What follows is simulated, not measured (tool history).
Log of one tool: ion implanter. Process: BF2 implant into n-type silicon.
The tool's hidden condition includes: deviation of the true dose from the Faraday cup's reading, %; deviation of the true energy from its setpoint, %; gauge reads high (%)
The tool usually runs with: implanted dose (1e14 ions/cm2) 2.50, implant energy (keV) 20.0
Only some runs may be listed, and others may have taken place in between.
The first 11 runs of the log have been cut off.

run,hour,implanted dose (1e14 ions/cm2),implant energy (keV),wafers since the last listed run,hours since the last dose calibration,hours since the extraction supply was calibrated,hours since the gauge calibration,"read-back reference wafer on the same gauge, sheet resistance",sheet resistance of the implanted and annealed layer (ohm/square)
12,649.9,2.50,20.0,631,40.6,57.4,2038.6,406.92,400.23
13,674.6,2.50,20.0,607,65.3,82.1,2063.3,407.10,398.25
14,701.3,2.50,20.0,656,92.0,108.8,2090.0,407.02,399.58
# hour 718.8: gauge calibrated
15,726.3,2.50,20.0,614,117.0,133.8,7.5,406.82,397.66
16,772.6,2.83,20.0,1138,163.3,180.1,53.8,406.85,360.45
17,799.3,2.50,20.0,656,190.0,206.8,80.5,406.47,398.33
18,846.2,2.05,23.5,1153,236.9,253.7,127.4,407.00,463.18
# hour 866.5: Faraday cup replaced and dose calibrated, repeated, since the last time left the tool worse
19,916.6,2.50,20.0,1534,50.1,324.1,197.8,407.08,417.96
20,981.0,2.79,13.5,1583,114.5,388.5,262.2,407.00,397.72
21,1042.5,1.97,20.0,1512,176.0,450.0,323.7,406.99,510.44
22,1095.2,2.50,20.0,1295,228.7,502.7,376.4,406.97,414.72
23,1148.6,3.22,14.0,1312,282.1,556.1,429.8,407.20,353.13
24,1205.8,2.92,25.5,1406,339.3,613.3,487.0,406.77,356.12
25,1242.0,2.74,13.5,890,375.5,649.5,523.2,407.22,401.22
26,1294.8,2.50,20.0,1298,428.3,702.3,576.0,406.73,415.34
27,1336.5,2.50,20.0,1025,470.0,744.0,617.7,407.23,414.47
28,1400.3,2.50,20.0,1568,533.8,807.8,681.5,406.91,413.20
29,1579.2,2.10,23.0,4398,712.7,986.7,860.4,406.77,472.67
30,1629.6,1.97,20.0,1239,763.1,1037.1,910.8,407.01,505.55
31,1654.6,2.50,23.0,614,788.1,1062.1,935.8,407.09,408.01
32,1732.3,2.09,20.0,1910,865.8,1139.8,1013.5,407.22,480.47
33,1761.0,2.28,15.5,705,894.5,1168.5,1042.2,407.04,458.28
34,1829.3,2.10,22.0,1679,962.8,1236.8,1110.5,406.74,472.17
35,1886.1,3.09,24.0,1396,1019.6,1293.6,1167.3,406.82,337.47

Predict each of these 4 candidate next runs independently; none follows another, all start after run 35:
A,1886.5,2.50,15.0,9,1020.0,1294.0,1167.7,?,?
B,1886.5,2.50,17.0,9,1020.0,1294.0,1167.7,?,?
C,1886.5,1.81,20.0,9,1020.0,1294.0,1167.7,?,?
D,1886.5,3.14,23.5,9,1020.0,1294.0,1167.7,?,?

run,"read-back reference wafer on the same gauge, sheet resistance",sheet resistance of the implanted and annealed layer (ohm/square)
A,406.91,425.13
B,406.91,419.19
C,406.91,542.53
D,406.91,334.38
Without the tool's hidden state the same runs would have given:
run,sheet resistance of the implanted and annealed layer (ohm/square)
A,432.36
B,426.38
C,551.96
D,340.14

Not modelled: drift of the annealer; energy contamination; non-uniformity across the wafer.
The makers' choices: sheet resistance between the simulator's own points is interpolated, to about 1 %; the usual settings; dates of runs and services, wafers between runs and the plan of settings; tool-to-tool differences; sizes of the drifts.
